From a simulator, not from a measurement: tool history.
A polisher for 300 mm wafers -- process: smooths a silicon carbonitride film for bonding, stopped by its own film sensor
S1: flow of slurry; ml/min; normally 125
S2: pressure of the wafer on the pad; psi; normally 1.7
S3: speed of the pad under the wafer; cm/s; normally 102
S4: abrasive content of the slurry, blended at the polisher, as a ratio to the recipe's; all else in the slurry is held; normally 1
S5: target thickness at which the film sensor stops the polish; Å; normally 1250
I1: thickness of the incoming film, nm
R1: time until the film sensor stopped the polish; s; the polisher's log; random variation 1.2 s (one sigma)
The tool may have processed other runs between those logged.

run,hour,S1,S2,S3,S4,S5,I1,R1
1,0,125,1.7,102,1,1250,140.2,75.7
2,10.8,125,1.7,102,1,1250,140.7,78.9
3,23,125,1.7,102,1,1250,139.7,72
4,32.3,125,1.7,102,1,1250,140,74.4
5,46.1,125,1.7,102,1,1250,140.9,79.9
6,53.6,125,1.7,102,1,1250,140,76.4
7,70.5,125,1.7,102,1,1250,137.4,61.5
8,87.8,125,1.7,102,1,1250,139.8,72.2
9,94.4,125,1.9,102,1,1250,139.5,64.8
10,106.5,125,1.9,102,1,1250,140,67.1
11,114.5,125,1.7,102,1,1250,139,69.8
12,132.2,125,1.7,102,1,1250,141.9,82.2
13,142.6,95,1.7,82,1,1250,142.6,106.4
14,155.6,125,1.7,102,1,1250,137.7,64.1
15,164.2,125,1.7,76,1.1,1210,141.5,124.8
16,182.1,160,1.4,128,1,1280,138.9,53.2
17,188.2,125,1.7,102,1,1250,140,74.1
18,196,160,1.7,102,1.15,1250,140.3,68.6
19,212.8,95,1.7,82,1,1250,142.8,112.2
20,227.7,80,1.7,124,1.2,1250,139.7,62
21,241.6,125,1.3,102,1,1250,142,110.3
22,251.8,125,1.7,84,1,1250,138.1,76.4
23,260,125,1.7,102,1.1,1250,139.6,69.6
24,264.5,125,1.7,102,0.9,1200,138.9,100.1
25,275.5,125,1.7,134,1,1250,138.4,54
26,284.6,125,1.7,102,1,1250,140.8,77.3
27,298.2,125,1.7,116,1,1250,140.4,70.4
28,314.3,125,1.7,102,0.9,1250,139.5,76.6
29,331.6,125,1.2,114,1,1250,137.4,79.4
30,339.3,125,1.7,102,0.9,1200,136.8,89.2
31,349.9,125,2,102,1,1270,141.4,63

Taken out of this log: 7 entries between the listed runs. Where each belongs, and how the hidden state differs across it:
Runs 2 to 3: worn pad replaced by a new one (hour 22.3)
  no hidden state differs between the two runs
Runs 11 to 12: worn pad replaced by a new one (hour 123.6)
  no hidden state differs between the two runs
Runs 17 to 18: slurry nozzle cleaned (hour 192.9)
  no hidden state differs between the two runs
Runs 19 to 20: worn pad replaced by a new one (hour 222); slurry blender recalibrated (hour 227.2)
  no hidden state differs between the two runs
Runs 22 to 23: head pressure recalibrated (hour 259.5)
  no hidden state differs between the two runs
Runs 27 to 28: worn pad replaced by a new one (hour 305.7)
  no hidden state differs between the two runs
